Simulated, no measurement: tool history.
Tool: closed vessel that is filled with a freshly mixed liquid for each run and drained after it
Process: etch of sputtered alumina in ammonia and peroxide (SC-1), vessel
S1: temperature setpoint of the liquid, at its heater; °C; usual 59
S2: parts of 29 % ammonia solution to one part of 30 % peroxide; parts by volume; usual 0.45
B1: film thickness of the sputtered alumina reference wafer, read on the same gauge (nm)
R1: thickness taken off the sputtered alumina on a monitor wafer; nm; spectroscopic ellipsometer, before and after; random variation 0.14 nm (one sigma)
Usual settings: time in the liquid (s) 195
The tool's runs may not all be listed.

Run 1, hour 0: usual settings but S1 64 °C; B1 120. Result: R1 24.29 nm.
Run 2, hour 8.1: usual settings but S1 64 °C; B1 119.97. Result: R1 23.81 nm.
Run 3, hour 26.1: usual settings; B1 120.04. Result: R1 18.59 nm.
Run 4, hour 41.4: usual settings; B1 120. Result: R1 18.5 nm.
Run 5, hour 51: usual settings; B1 119.99. Result: R1 18.37 nm.
Run 6, hour 63.8: usual settings but S1 62 °C; B1 119.95. Result: R1 21.79 nm.
Run 7, hour 70.8: usual settings but S1 62 °C; B1 120.03. Result: R1 21.64 nm.
Run 8, hour 88.2: usual settings; B1 119.99. Result: R1 18.47 nm.
Run 9, hour 105.1: usual settings; B1 120. Result: R1 18.6 nm.
At hour 115.9: new drum of ammonia solution connected.
Run 10, hour 117.2: usual settings but time in the liquid (s) 230; B1 120.02. Result: R1 22.02 nm.
Run 11, hour 128.8: usual settings but time in the liquid (s) 230; B1 120. Result: R1 21.68 nm.
At hour 133: gauge calibrated.
Run 12, hour 135: usual settings; B1 119.98. Result: R1 18.37 nm.
Run 13, hour 150.8: usual settings but time in the liquid (s) 105; B1 119.96. Result: R1 10.02 nm.
Run 14, hour 193.6: usual settings but S1 64 °C; B1 119.95. Result: R1 23.9 nm.
Run 15, hour 208.3: usual settings but S1 67.5 °C, S2 0.55 parts by volume, time in the liquid (s) 285; B1 119.99. Result: R1 42.69 nm.
Run 16, hour 219.3: usual settings but S2 0.3 parts by volume; B1 119.99. Result: R1 17.66 nm.
At hour 226.2: ammonia flow meter replaced.
Run 17, hour 233.7: usual settings but S1 62 °C, time in the liquid (s) 235; B1 119.98. Result: R1 25.98 nm.
At hour 240.8: thermometer replaced.
Run 18, hour 242.9: usual settings; B1 120.01. Result: R1 18.35 nm.
Run 19, hour 259.5: usual settings but S2 0.65 parts by volume; B1 119.98. Result: R1 18.89 nm.
Run 20, hour 270.5: usual settings; B1 120.01. Result: R1 18.52 nm.
Run 21, hour 281: usual settings; B1 120.03. Result: R1 18.57 nm.
Run 22, hour 290.9: usual settings but S2 0.6 parts by volume; B1 119.96. Result: R1 18.93 nm.
Run 23, hour 304.1: usual settings but time in the liquid (s) 270; B1 119.99. Result: R1 25.68 nm.
Run 24, hour 312.2: usual settings but S1 56 °C, S2 0.35 parts by volume, time in the liquid (s) 135; B1 120.01. Result: R1 10.58 nm.
Run 25, hour 325.4: usual settings but S1 56 °C, S2 0.35 parts by volume, time in the liquid (s) 135; B1 119.99. Result: R1 10.68 nm.
Run 26, hour 334.3: usual settings but S1 53 °C; B1 119.98. Result: R1 13.54 nm.
At hour 338.2: gauge calibrated.
Run 27, hour 381.8: usual settings but S1 62 °C; B1 120.02. Result: R1 21.57 nm.
Run 28, hour 398.5: usual settings but S2 0.4 parts by volume, time in the liquid (s) 100; B1 120.03. Result: R1 9.27 nm.
Run 29, hour 408.9: usual settings but S1 56 °C, S2 0.55 parts by volume, time in the liquid (s) 285; B1 120. Result: R1 23.52 nm.

3 ways to go on from here, each from the tool as it stands after run 29. What would each give?
Run A, hour 409.6: usual settings but time in the liquid (s) 95; B1 ?. Result: R1 ?.
Run B, hour 409.6: usual settings but S1 67 °C, S2 0.3 parts by volume, time in the liquid (s) 100; B1 ?. Result: R1 ?.
Run C, hour 409.6: usual settings but S1 67 °C, S2 0.3 parts by volume, time in the liquid (s) 105; B1 ?. Result: R1 ?.

run      B1     R1
  A  120.01   8.96
  B  120.01  13.59
  C  120.01  14.26
Without the tool's hidden state the same runs would have given:
run     R1
  A   8.96
  B  13.59
  C  14.26

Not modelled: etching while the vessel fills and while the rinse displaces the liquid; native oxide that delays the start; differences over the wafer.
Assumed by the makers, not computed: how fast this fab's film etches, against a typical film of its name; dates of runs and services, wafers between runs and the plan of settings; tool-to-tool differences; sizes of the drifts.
